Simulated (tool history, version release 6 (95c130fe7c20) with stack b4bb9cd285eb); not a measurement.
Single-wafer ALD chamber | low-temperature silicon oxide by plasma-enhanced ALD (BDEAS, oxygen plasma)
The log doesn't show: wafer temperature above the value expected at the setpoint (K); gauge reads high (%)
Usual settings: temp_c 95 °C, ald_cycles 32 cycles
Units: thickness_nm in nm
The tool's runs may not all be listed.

run	hour	temp_c	ald_cycles	wafers since the last listed run	hours since the last thermocouple change	hours since the gauge calibration	read-back reference wafer on the same gauge, thickness_nm	thickness_nm
1	0	95	32	0	2332	287.1	3.39	4.181
2	42.1	95	32	195	2374.1	329.2	3.391	4.197
3	52.4	95	32	47	2384.4	339.5	3.39	4.185
4	58.5	95	32	28	2390.5	345.6	3.389	4.201
5	66.2	95	32	35	2398.2	353.3	3.39	4.194
6	80	95	32	64	2412	367.1	3.389	4.21
7	95.7	103	32	72	2427.7	382.8	3.388	4.121
8	112.6	103	32	78	2444.6	399.7	3.39	4.111
9	128.5	95	32	73	2460.5	415.6	3.39	4.195
10	137.8	95	32	43	2469.8	424.9	3.391	4.2
11	154.6	99	27	78	2486.6	441.7	3.391	3.51
12	171.3	99	27	77	2503.3	458.4	3.392	3.501
13	182.4	104	35	51	2514.4	469.5	3.388	4.474
14	196.5	95	32	65	2528.5	483.6	3.389	4.201
15	206	95	32	44	2538	493.1	3.389	4.192
# hour 212.1: gauge calibrated
16	212.3	95	32	29	2544.3	0.2	3.387	4.2
17	222.7	102	32	48	2554.7	10.6	3.39	4.101
18	239.2	90	35	76	2571.2	27.1	3.388	4.658
19	250	84	37	50	2582	37.9	3.389	5.016
20	267.3	95	32	80	2599.3	55.2	3.391	4.208
21	281.8	83	37	67	2613.8	69.7	3.391	5.045
22	293.1	104	27	52	2625.1	81	3.387	3.455
23	301.1	95	32	37	2633.1	89	3.39	4.209
24	317.8	90	36	77	2649.8	105.7	3.39	4.805
25	331.4	95	32	63	2663.4	119.3	3.39	4.199
# hour 342.5: thermocouple changed; heater temperature recalibrated
26	348.7	95	32	43	6.2	136.6	3.392	4.176
27	401.7	95	32	246	59.2	189.6	3.391	4.201
28	414.4	109	35	58	71.9	202.3	3.39	4.477
29	430.8	81	30	76	88.3	218.7	3.389	4.114
30	448	104	32	79	105.5	235.9	3.39	4.111
31	496.3	89	34	224	153.8	284.2	3.394	4.56

What the log doesn't show, run by run:
wafer temperature above the value expected at the setpoint (K): 0 in every run
gauge reads high (%): 0 in every run
